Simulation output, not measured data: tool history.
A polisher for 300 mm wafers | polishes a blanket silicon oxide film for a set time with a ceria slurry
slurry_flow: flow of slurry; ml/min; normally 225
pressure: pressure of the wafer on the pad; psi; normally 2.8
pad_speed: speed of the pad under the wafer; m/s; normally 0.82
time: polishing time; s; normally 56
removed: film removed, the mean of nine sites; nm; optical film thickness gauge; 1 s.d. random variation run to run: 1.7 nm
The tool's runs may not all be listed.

run    hour  slurry_flow  pressure  pad_speed  time  wafers since the last listed run  wafers polished on this pad  hours since the slurry nozzle was cleaned  hours since the head pressure was calibrated  incoming thickness of the incoming film, nm  removed
  1     0.0          245       2.1       0.82    56                                 0                         2955                                      217.7                                         319.0                                       1439.9    107.9
       29.2  -- worn pad replaced by a new one
  2    29.7          245       2.1       0.82    56                               332                            6                                      247.4                                         348.7                                       1438.1    100.5
  3    58.4          225       2.8       0.82    56                               371                          378                                      276.1                                         377.4                                       1419.6    131.0
  4    86.1          225       2.8       0.82    56                               358                          737                                      303.8                                         405.1                                       1448.4    131.4
  5   118.5          225       2.8       0.82    56                               419                         1157                                      336.2                                         437.5                                       1453.4    131.0
  6   142.9          225       2.8       0.82    56                               316                         1473                                      360.6                                         461.9                                       1440.2    128.0
      160.4  -- head pressure recalibrated
  7   165.8          225       2.8       0.82    56                               270                         1744                                      383.5                                           5.4                                       1416.2    127.9
  8   189.3          245       2.8       0.82    56                               304                         2048                                      407.0                                          28.9                                       1441.4    130.1
  9   207.5          245       2.8       0.82    56                               235                         2284                                      425.2                                          47.1                                       1448.8    125.7
 10   235.5          245       2.8       0.82    56                               362                         2647                                      453.2                                          75.1                                       1414.2    127.4
 11   249.1          225       2.8       0.82    50                               176                         2823                                      466.8                                          88.7                                       1427.9    114.6
      263.2  -- worn pad replaced by a new one, repeated, since the last time left the tool worse
 12   284.0          225       2.8       0.82    50                               400                          269                                      501.7                                         123.6                                       1433.7    133.1
 13   311.3          225       2.8       0.82    56                               353                          623                                      529.0                                         150.9                                       1428.2    145.6
 14   345.3          225       2.8       0.82    56                               440                         1064                                      563.0                                         184.9                                       1433.1    146.8
 15   370.1          225       2.8       0.82    56                               321                         1385                                      587.8                                         209.7                                       1438.3    145.9
 16   383.7          225       3.4       0.82    56                               176                         1561                                      601.4                                         223.3                                       1444.0    172.8
 17   446.8          225       2.4       0.82    66                               817                         2379                                      664.5                                         286.4                                       1443.5    146.7
 18   496.6          195       2.3       0.82    70                               645                         3024                                      714.3                                         336.2                                       1443.5    143.0
 19   520.3          225       2.8       0.82    56                               307                         3331                                      738.0                                         359.9                                       1433.5    142.5
      524.6  -- head pressure recalibrated
 20   535.2          225       2.8       0.82    56                               167                         3498                                      752.9                                          10.6                                       1439.9    140.2
      555.2  -- worn pad replaced by a new one
 21   557.1          225       2.8       0.82    56                               231                           24                                      774.8                                          32.5                                       1444.6    150.4
      599.0  -- slurry nozzle cleaned
 22   644.0          225       2.8       0.92    56                              1112                         1137                                       45.0                                         119.4                                       1444.8    168.1
 23   673.9          225       2.8       0.82    56                               387                         1524                                       74.9                                         149.3                                       1441.6    143.5
 24   697.9          225       2.0       0.66    41                               310                         1835                                       98.9                                         173.3                                       1439.1     60.6
 25   715.3          295       2.8       0.82    69                               225                         2060                                      116.3                                         190.7                                       1438.4    181.1
 26   783.3          295       3.5       0.82    56                               880                         2941                                      184.3                                         258.7                                       1428.8    179.9
 27   818.9          225       2.8       1.08    56                               461                         3403                                      219.9                                         294.3                                       1436.7    184.8
      842.7  -- worn pad replaced by a new one
 28   856.1          225       2.8       0.82    56                               430                          174                                      257.1                                         331.5                                       1434.8    149.8
 29   890.9          225       2.8       0.82    56                               450                          624                                      291.9                                         366.3                                       1415.3    148.8
 30   919.7          225       2.8       0.82    56                               373                          998                                      320.7                                         395.1                                       1414.9    149.3
 31   946.0          225       2.8       0.82    56                               340                         1338                                      347.0                                         421.4                                       1423.0    142.7
 32   963.1          285       3.1       0.82    37                               221                         1560                                      364.1                                         438.5                                       1418.8    109.0
      982.9  -- head pressure recalibrated
 33   984.7          225       3.3       0.82    68                               253                         1814                                      385.7                                           1.8                                       1453.9    207.7
 34  1010.2          280       2.2       0.54    66                               330                         2144                                      411.2                                          27.3                                       1423.9     88.1
 35  1027.2          300       2.8       1.00    56                               220                         2364                                      428.2                                          44.3                                       1425.5    179.0
 36  1050.9          225       3.5       0.66    51                               307                         2671                                      451.9                                          68.0                                       1435.1    134.4
     1070.1  -- worn pad replaced by a new one
 37  1080.6          195       2.8       0.82    56                               332                          135                                      481.6                                          97.7                                       1457.6    145.2
 38  1107.2          200       2.5       1.02    56                               344                          480                                      508.2                                         124.3                                       1425.1    157.2

For some of the steps in removed from one run to the next: how much would appear even if the tool had no hidden state, given the settings, what came in and random variation, and how much remains for the hidden state plus any gauge scatter that the measured result and the result without hidden state don't share?
What the log doesn't record here: removal rate lost through wear of the pad, %; slurry flow missing at the pad, %; deviation of the head's pressure from its setpoint, %.
Run 11 -> 12: worn pad replaced by a new one, repeated, since the last time left the tool worse. removed +18.5 nm: hidden state +19.1, all else -0.6.
Run 20 -> 21: worn pad replaced by a new one. removed +10.2 nm: hidden state +9.4, all else +0.8.
Run 24 -> 25: slurry_flow 225 -> 295, pressure 2.0 -> 2.8, pad_speed 0.66 -> 0.82, time 41 -> 69. removed +120.5 nm: hidden state -4.7, all else +125.2.
Run 27 -> 28: pad_speed 1.08 -> 0.82, worn pad replaced by a new one. removed -35.0 nm: hidden state +10.4, all else -45.4.
Run 32 -> 33: slurry_flow 285 -> 225, pressure 3.1 -> 3.3, time 37 -> 68, head pressure recalibrated. removed +98.7 nm: hidden state -3.9, all else +102.6.
Run 33 -> 34: slurry_flow 225 -> 280, pressure 3.3 -> 2.2, pad_speed 0.82 -> 0.54, time 68 -> 66. removed -119.6 nm: hidden state +3.6, all else -123.2.
